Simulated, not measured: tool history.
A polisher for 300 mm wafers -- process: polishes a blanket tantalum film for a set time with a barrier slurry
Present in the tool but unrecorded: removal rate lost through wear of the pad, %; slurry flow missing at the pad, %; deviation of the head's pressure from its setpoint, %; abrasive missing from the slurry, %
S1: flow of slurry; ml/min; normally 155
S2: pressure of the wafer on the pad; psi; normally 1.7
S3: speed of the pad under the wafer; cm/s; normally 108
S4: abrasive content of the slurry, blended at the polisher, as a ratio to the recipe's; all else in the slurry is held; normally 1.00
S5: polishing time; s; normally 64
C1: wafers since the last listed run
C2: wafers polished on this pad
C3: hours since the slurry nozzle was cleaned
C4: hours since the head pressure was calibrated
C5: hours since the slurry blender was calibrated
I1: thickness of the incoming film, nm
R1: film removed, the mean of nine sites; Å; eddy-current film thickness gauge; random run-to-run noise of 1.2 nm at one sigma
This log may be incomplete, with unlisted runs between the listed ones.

run,hour,S1,S2,S3,S4,S5,C1,C2,C3,C4,C5,I1,R1
1,0.0,155,1.7,108,1.00,64,0,6026,22.0,981.9,408.0,475.9,776
# hour 2.8: slurry blender recalibrated
# hour 15.3: worn pad replaced by a new one
2,28.8,155,1.7,108,1.00,64,301,178,50.8,1010.7,26.0,469.0,820
3,64.6,155,1.7,108,1.15,64,473,651,86.6,1046.5,61.8,465.0,813
4,111.8,155,1.7,108,1.00,64,624,1275,133.8,1093.7,109.0,464.8,824
5,170.6,155,1.7,108,1.00,64,777,2052,192.6,1152.5,167.8,475.2,829
6,215.8,155,2.0,108,1.00,64,597,2650,237.8,1197.7,213.0,475.0,934
7,281.8,155,1.7,108,1.00,78,872,3523,303.8,1263.7,279.0,470.7,975
# hour 301.7: head pressure recalibrated
8,313.5,155,1.7,108,1.00,64,392,3915,335.5,11.8,310.7,473.6,787
9,354.9,155,1.7,108,1.00,64,547,4463,376.9,53.2,352.1,480.0,783
# hour 417.6: worn pad replaced by a new one
10,422.5,155,1.7,108,1.10,64,840,64,444.5,120.8,419.7,469.7,804
# hour 452.4: slurry nozzle cleaned
# hour 467.0: slurry blender recalibrated
11,470.7,155,1.7,108,1.00,64,597,662,18.3,169.0,3.7,472.8,801
12,507.0,210,2.2,108,0.75,64,479,1142,54.6,205.3,40.0,475.9,1066
13,546.3,210,1.7,124,0.85,82,519,1661,93.9,244.6,79.3,469.3,1192
14,610.4,135,2.2,108,1.00,64,847,2509,158.0,308.7,143.4,464.0,1024
15,655.7,155,1.7,108,1.00,64,598,3108,203.3,354.0,188.7,468.8,807
16,710.5,155,1.7,108,1.00,64,724,3832,258.1,408.8,243.5,475.2,813
17,736.1,155,1.7,108,1.00,64,338,4171,283.7,434.4,269.1,464.5,813
18,782.7,155,1.7,108,1.00,64,616,4787,330.3,481.0,315.7,467.8,778
19,831.1,155,1.7,108,1.00,64,639,5427,378.7,529.4,364.1,467.5,761
# hour 864.2: slurry nozzle cleaned
20,871.9,195,1.3,122,1.10,64,526,5953,7.7,570.2,404.9,474.6,682
# hour 907.7: worn pad replaced by a new one
21,925.9,155,1.7,108,1.00,64,661,239,61.7,624.2,458.9,462.9,767
22,958.3,155,1.5,108,1.00,64,428,668,94.1,656.6,491.3,468.7,667
# hour 993.2: slurry blender recalibrated
23,998.0,125,2.2,142,0.80,64,498,1166,133.8,696.3,4.8,473.1,1243
24,1051.7,110,1.7,96,1.00,64,709,1876,187.5,750.0,58.5,479.1,680
25,1098.3,140,1.7,136,1.00,64,616,2492,234.1,796.6,105.1,464.2,971
26,1161.8,155,1.7,76,1.00,47,839,3332,297.6,860.1,168.6,475.9,445
27,1232.6,155,1.7,108,0.70,56,936,4268,368.4,930.9,239.4,469.2,648
28,1285.4,155,1.7,84,1.00,75,698,4966,421.2,983.7,292.2,465.9,760
29,1324.0,130,1.7,108,0.90,54,510,5476,459.8,1022.3,330.8,477.8,636
# hour 1360.2: head pressure recalibrated
# hour 1376.1: slurry nozzle cleaned
30,1380.0,155,2.3,122,1.10,58,700,6177,3.9,19.8,386.8,472.7,1048

How would selected steps in R1 from run to run divide? Give the signed amount a tool lacking its hidden state would still show from settings, what came in and random variation, and the signed amount left for the hidden state, including any gauge scatter that is not in both of the compared results.
Run 1 -> 2: slurry blender recalibrated, worn pad replaced by a new one. R1 +44 Å: hidden state +33, all else +11.
Run 10 -> 11: S4 1.10 -> 1.00, slurry nozzle cleaned, slurry blender recalibrated. R1 -3 Å: hidden state +49, all else -52.
Run 22 -> 23: S1 155 -> 125, S2 1.5 -> 2.2, S3 108 -> 142, S4 1.00 -> 0.80, slurry blender recalibrated. R1 +576 Å: hidden state +47, all else +529.
Run 23 -> 24: S1 125 -> 110, S2 2.2 -> 1.7, S3 142 -> 96, S4 0.80 -> 1.00. R1 -563 Å: hidden state +2, all else -565.
Run 25 -> 26: S1 140 -> 155, S3 136 -> 76, S5 64 -> 47. R1 -526 Å: hidden state +2, all else -528.
